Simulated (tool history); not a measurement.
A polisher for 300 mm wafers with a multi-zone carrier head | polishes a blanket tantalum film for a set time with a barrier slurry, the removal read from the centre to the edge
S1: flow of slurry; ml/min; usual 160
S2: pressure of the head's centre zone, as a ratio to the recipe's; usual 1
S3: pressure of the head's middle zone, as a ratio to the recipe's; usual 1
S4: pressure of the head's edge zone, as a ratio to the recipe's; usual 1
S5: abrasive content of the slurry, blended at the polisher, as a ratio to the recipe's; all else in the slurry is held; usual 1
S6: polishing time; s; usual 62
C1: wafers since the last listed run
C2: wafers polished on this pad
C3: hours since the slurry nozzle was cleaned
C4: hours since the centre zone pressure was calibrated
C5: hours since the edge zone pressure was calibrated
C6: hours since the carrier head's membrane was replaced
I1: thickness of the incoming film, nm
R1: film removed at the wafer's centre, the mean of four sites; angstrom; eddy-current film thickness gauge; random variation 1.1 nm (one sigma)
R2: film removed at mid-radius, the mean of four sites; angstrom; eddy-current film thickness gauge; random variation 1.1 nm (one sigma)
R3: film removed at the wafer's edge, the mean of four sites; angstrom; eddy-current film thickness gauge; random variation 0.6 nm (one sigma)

run	hour	S1	S2	S3	S4	S5	S6	C1	C2	C3	C4	C5	C6	I1	R1	R2	R3
1	0	160	1	1	1	1	62	0	568	16.6	6.9	0.5	11.2	262	919	906	910
2	5.4	160	1	1	1	1	62	43	611	22	12.3	5.9	16.6	263.1	910	906	899
3	14.1	160	1	1	1	1	62	69	681	30.7	21	14.6	25.3	263.1	917	897	883
4	21	160	1	1	1	1	62	55	736	37.6	27.9	21.5	32.2	255.2	904	898	889
5	27.8	160	1	1	1	1	62	54	791	44.4	34.7	28.3	39	258.9	905	887	877
6	38.4	160	1	1	1	1	62	84	876	55	45.3	38.9	49.6	257.8	897	867	874
7	46.3	160	1	1	1	1.25	62	63	939	62.9	53.2	46.8	57.5	260.6	953	949	932
8	53.3	160	1	1	1	1.25	62	56	995	69.9	60.2	53.8	64.5	259.4	940	936	930
# hour 62.8: worn pad replaced by a new one
9	67.3	160	0.88	1	1	1	55	80	36	83.9	74.2	67.8	78.5	260.4	724	823	811
10	75.2	130	1	1	1	1	75	63	99	91.8	82.1	75.7	86.4	262.7	1046	1048	1060
11	84	160	1	1	1	1.15	62	70	169	100.6	90.9	84.5	95.2	262.6	944	939	946
12	90.9	160	1	1	0.93	1	62	55	225	107.5	97.8	91.4	102.1	257.5	914	897	866
13	102.3	175	1	0.88	1.08	1	49	91	316	118.9	109.2	102.8	113.5	259.9	733	656	731
14	119.4	160	1	1	1	1	62	137	453	136	126.3	119.9	130.6	260.7	875	877	870
15	129	160	1.04	1	0.92	0.8	79	76	530	145.6	135.9	129.5	140.2	256.2	1071	1030	989
16	137.9	135	1	1	1	1	62	71	602	154.5	144.8	138.4	149.1	257	814	837	833
17	148.5	135	1	1	1	1	62	84	686	165.1	155.4	149	159.7	257.2	813	837	833
18	155.7	160	1.05	1	1	1	62	57	744	172.3	162.6	156.2	166.9	264.2	888	845	844
19	164.2	205	1	1	1	1	62	68	812	180.8	171.1	164.7	175.4	258.7	904	889	879
20	170.7	160	1	1	1	1	62	52	864	187.3	177.6	171.2	181.9	255.6	832	831	835
21	179	160	1	1	1	1	62	66	931	195.6	185.9	179.5	190.2	259.9	834	835	828
22	186.2	160	1	0.93	1	1	62	57	989	202.8	193.1	186.7	197.4	263	820	787	822
23	200	160	1	1.11	1	1	62	110	1099	216.6	206.9	200.5	211.2	261.6	805	914	819

How the hidden state differs across the entries between the runs, from the last listed run before each to the first after it:
Between runs 8 and 9: worn pad replaced by a new one (hour 62.8)
  removal rate lost through wear of the pad, %: 8.24 -> 2.59; slurry flow missing at the pad, %: 10.6 -> 12.2
  measured less the result without the state, R1: -111 -> -42 angstrom; R2: -107 -> -44 angstrom; R3: -100 -> -37 angstrom
